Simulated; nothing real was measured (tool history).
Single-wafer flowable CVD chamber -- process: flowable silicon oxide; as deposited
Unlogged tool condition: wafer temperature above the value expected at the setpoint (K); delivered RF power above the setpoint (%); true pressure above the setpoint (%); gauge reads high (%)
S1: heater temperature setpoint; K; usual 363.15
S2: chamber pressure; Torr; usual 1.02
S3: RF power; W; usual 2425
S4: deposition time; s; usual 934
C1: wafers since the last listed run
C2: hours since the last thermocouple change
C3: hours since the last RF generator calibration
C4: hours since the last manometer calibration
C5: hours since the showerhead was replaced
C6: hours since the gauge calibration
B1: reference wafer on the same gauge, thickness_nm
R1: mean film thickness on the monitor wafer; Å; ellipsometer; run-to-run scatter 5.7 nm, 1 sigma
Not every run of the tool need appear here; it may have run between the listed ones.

run    hour      S1    S2    S3    S4   C1      C2      C3      C4      C5      C6        B1        R1
  1       0  363.15  1.02  2425   934    0    1282  1508.7  1377.6  3281.8  1432.8   1101.62  10757.95
  2   107.1  368.15  1.09  2425   934  306  1389.1  1615.8  1484.7  3388.9  1539.9  1098.302   9439.52
  3   167.4  368.15  1.09  2425   934  172  1449.4  1676.1    1545  3449.2  1600.2  1101.108   9445.02
      180.6  -- RF generator calibrated
      261.6  -- capacitance manometer re-zeroed and calibrated
  4   262.1  368.15  1.09  2425   934  225  1544.1    81.5     0.5  3543.9  1694.9  1102.866   9806.03
        344  -- thermocouple changed; heater temperature recalibrated
  5   361.2  363.15  1.02  2425   934  260    17.2   180.6    99.6    3643    1794  1096.038  10750.19
  6   460.2  363.15  1.02  2425   934  283   116.2   279.6   198.6    3742    1893   1097.72  10759.04
  7   518.7  363.15  1.02  2425   934  167   174.7   338.1   257.1  3800.5  1951.5  1099.206  10702.11
  8   615.4  363.15  1.02  2770   934  277   271.4   434.8   353.8  3897.2  2048.2  1099.864  11144.09
  9     722  363.15  1.02  2770   934  305     378   541.4   460.4  4003.8  2154.8   1098.28  11039.44
      749.4  -- showerhead replaced
 10   826.6  363.15  1.02  2200   934  276   482.6     646     565    77.2  2259.4  1100.745  10423.46
 11     885  363.15  1.02  2425   934  167     541   704.4   623.4   135.6  2317.8  1100.367  10871.75
 12   985.2  358.15  0.86  2425  1055  287   641.2   804.6   723.6   235.8    2418  1097.999  12215.71
 13    1073  355.15  0.84  2870  1059  251     729   892.4   811.4   323.6  2505.8  1100.948  13781.56
     1108.7  -- gauge calibrated
 14  1110.4  363.15  1.02  2060   780  107   766.4   929.8   848.8     361     1.7   1097.26    8492.5
 15  1206.4  363.15  1.02  2425   934  275   862.4  1025.8   944.8     457    97.7   1098.51  10887.13
 16  1262.4  363.15  1.02  2425   934  160   918.4  1081.8  1000.8     513   153.7  1100.653  10941.44
 17  1338.5  363.15  1.02  2425   934  218   994.5  1157.9  1076.9   589.1   229.8  1099.272  10902.62
 18  1411.6  374.15  1.02  2015   934  209  1067.6    1231    1150   662.2   302.9  1099.644   6602.42
     1450.6  -- RF generator calibrated
 19  1582.4  363.15  1.02  2425   934  466  1238.4   131.8  1320.8     833   473.7  1101.895  11195.27
 20  1665.3  363.15  1.02  2095   934  237  1321.3   214.7  1403.7   915.9   556.6  1099.527  10616.85
 21  1736.1  363.15  1.21  2425   934  202  1392.1   285.5  1474.5   986.7   627.4  1100.004  13086.94
 22  1794.8  363.15  1.26  2085   934  168  1450.8   344.2  1533.2  1045.4   686.1  1098.803   13019.6
 23  1846.5  363.15  1.02  2220   934  148  1502.5   395.9  1584.9  1097.1   737.8  1100.342  10754.62

Expected results for the next run?
 24  1898  363.15  1.02  1975  934  147  1554  447.4  1636.4  1148.6  789.3   ?   ?

B1: 1101.686
R1: 10272.79 Å
Had the tool carried no hidden state, the very same run would have given R1 9927.17 Å.
